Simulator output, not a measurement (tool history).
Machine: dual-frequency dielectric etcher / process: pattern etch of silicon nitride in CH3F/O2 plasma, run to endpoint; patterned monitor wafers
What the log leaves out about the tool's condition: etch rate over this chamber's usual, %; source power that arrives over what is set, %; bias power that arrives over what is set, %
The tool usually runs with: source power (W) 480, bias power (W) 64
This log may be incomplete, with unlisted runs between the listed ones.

run,day,source power (W),bias power (W),wafers since the last listed run,hours since the last wet clean,hours since the last source power generator calibration,hours since the last bias power generator calibration,hours since the last upper electrode change,"incoming incoming film thickness, nm",endpoint time (s)
1,0,480,64,0,264.9,3142.1,2894.1,4823.4,93.9,101.4
2,0.988,480,64,120,288.6,3165.8,2917.8,4847.1,93.1,101.1
3,4.971,540,64,487,384.2,3261.4,3013.4,4942.7,93.8,95.3
4,6.329,540,64,166,416.8,3294,3046,4975.3,92.6,94.2
5,7.462,540,64,138,444,3321.2,3073.2,5002.5,92.7,93.6
6,8.129,420,64,81,460,3337.2,3089.2,5018.5,92.7,109.9
7,9.15,420,64,124,484.5,3361.7,3113.7,5043,92.4,110.1
8,9.988,420,64,102,504.6,3381.8,3133.8,5063.1,93,111.7
# day 10.292: source power generator calibrated
9,11.254,480,69,134,535,23.1,3164.2,5093.5,92.9,101
10,12.008,480,69,92,553.1,41.2,3182.3,5111.6,93.6,100.4
11,12.988,480,69,119,576.6,64.7,3205.8,5135.1,93.8,101.3
12,13.488,450,53,61,588.6,76.7,3217.8,5147.1,93.1,114.4
# day 14.238: bias power generator calibrated
# day 14.917: wet clean of the chamber
13,14.938,480,64,73,0.5,111.5,16.8,5181.9,93.3,93.4
14,15.771,370,80,101,20.5,131.5,36.8,5201.9,93.1,101.1
15,17.133,530,58,166,53.2,164.2,69.5,5234.6,93.3,92.3
16,18.583,360,71,177,88,199,104.3,5269.4,92.7,109.2
# day 20.779: wet clean of the chamber, repeated, since the last time left the tool worse
# day 21.604: upper electrode replaced
17,21.625,480,64,148,20.3,272,177.3,0.5,93.2,99.2
18,21.642,510,72,2,20.7,272.4,177.7,0.9,93.2,91.5
19,22.508,590,73,105,41.5,293.2,198.5,21.7,92.8,85.5
20,23.471,450,64,117,64.6,316.3,221.6,44.8,94.5,105
21,24.25,540,64,95,83.3,335,240.3,63.5,94,93.9
22,24.754,540,69,61,95.4,347.1,252.4,75.6,92.4,91.3
23,26.021,550,75,154,125.8,377.5,282.8,106,93.4,86.5
24,27.375,430,50,165,158.3,410,315.3,138.5,93.5,116.4
25,28.154,480,64,95,177,428.7,334,157.2,94,101.1
26,28.938,550,64,95,195.8,447.5,352.8,176,93.1,93.5

Each row is a separate what-if for the run after 26, all from the same tool condition, not one after another. Results?
A,28.958,480,75,2,196.3,448,353.3,176.5,94.4,?
B,28.958,560,69,2,196.3,448,353.3,176.5,94.4,?
C,28.958,390,51,2,196.3,448,353.3,176.5,94.4,?
D,28.958,390,64,2,196.3,448,353.3,176.5,94.4,?
E,28.958,560,79,2,196.3,448,353.3,176.5,94.4,?

run,endpoint time (s)
A,97.5
B,92.2
C,126.6
D,117.1
E,87.9
What these runs would have given with no unlogged condition in the tool:
run,endpoint time (s)
A,96.6
B,91.3
C,125.4
D,116
E,87.1

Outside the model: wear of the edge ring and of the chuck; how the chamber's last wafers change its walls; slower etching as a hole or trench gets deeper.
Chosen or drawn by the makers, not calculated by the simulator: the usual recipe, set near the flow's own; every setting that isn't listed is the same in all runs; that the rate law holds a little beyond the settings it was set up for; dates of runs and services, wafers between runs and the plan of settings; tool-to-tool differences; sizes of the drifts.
